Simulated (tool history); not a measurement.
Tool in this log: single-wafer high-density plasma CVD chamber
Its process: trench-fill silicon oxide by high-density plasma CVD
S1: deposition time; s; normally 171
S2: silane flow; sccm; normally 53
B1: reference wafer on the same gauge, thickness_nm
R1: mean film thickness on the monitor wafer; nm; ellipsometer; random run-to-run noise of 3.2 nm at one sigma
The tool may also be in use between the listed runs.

run    hour   S1  S2        B1        R1
  1     0.0  188  58  1028.032  1053.415
  2    66.4  188  58  1027.572  1056.632
  3   149.2  188  58  1028.484  1055.985
  4   195.4  171  53  1027.631   874.302
  5   252.8  171  53  1030.495   873.226
  6   314.7  171  53  1027.111   873.958
  7   417.1  171  53  1028.674   875.957
  8   478.2  171  53  1028.611   877.380
  9   581.0  171  53  1028.222   872.076
 10   646.0  171  53  1028.433   871.685
 11   708.2  171  53  1027.351   873.023
      723.4  -- gauge calibrated
 12   807.7  182  53  1028.995   926.545
 13   857.9  186  46  1028.621   813.646
 14   958.5  171  53  1029.246   867.522
 15  1003.4  171  53  1029.411   858.411

Run 16 is up next; what results do you expect?
     1145.4  -- silane flow controller replaced
 16  1266.3  150  43   ?   ?

{"run 16": {"B1": 1028.943, "R1": 630.596}}
On a tool with no hidden condition, and with the same random variation, this run would have come out at R1 634.746 nm.
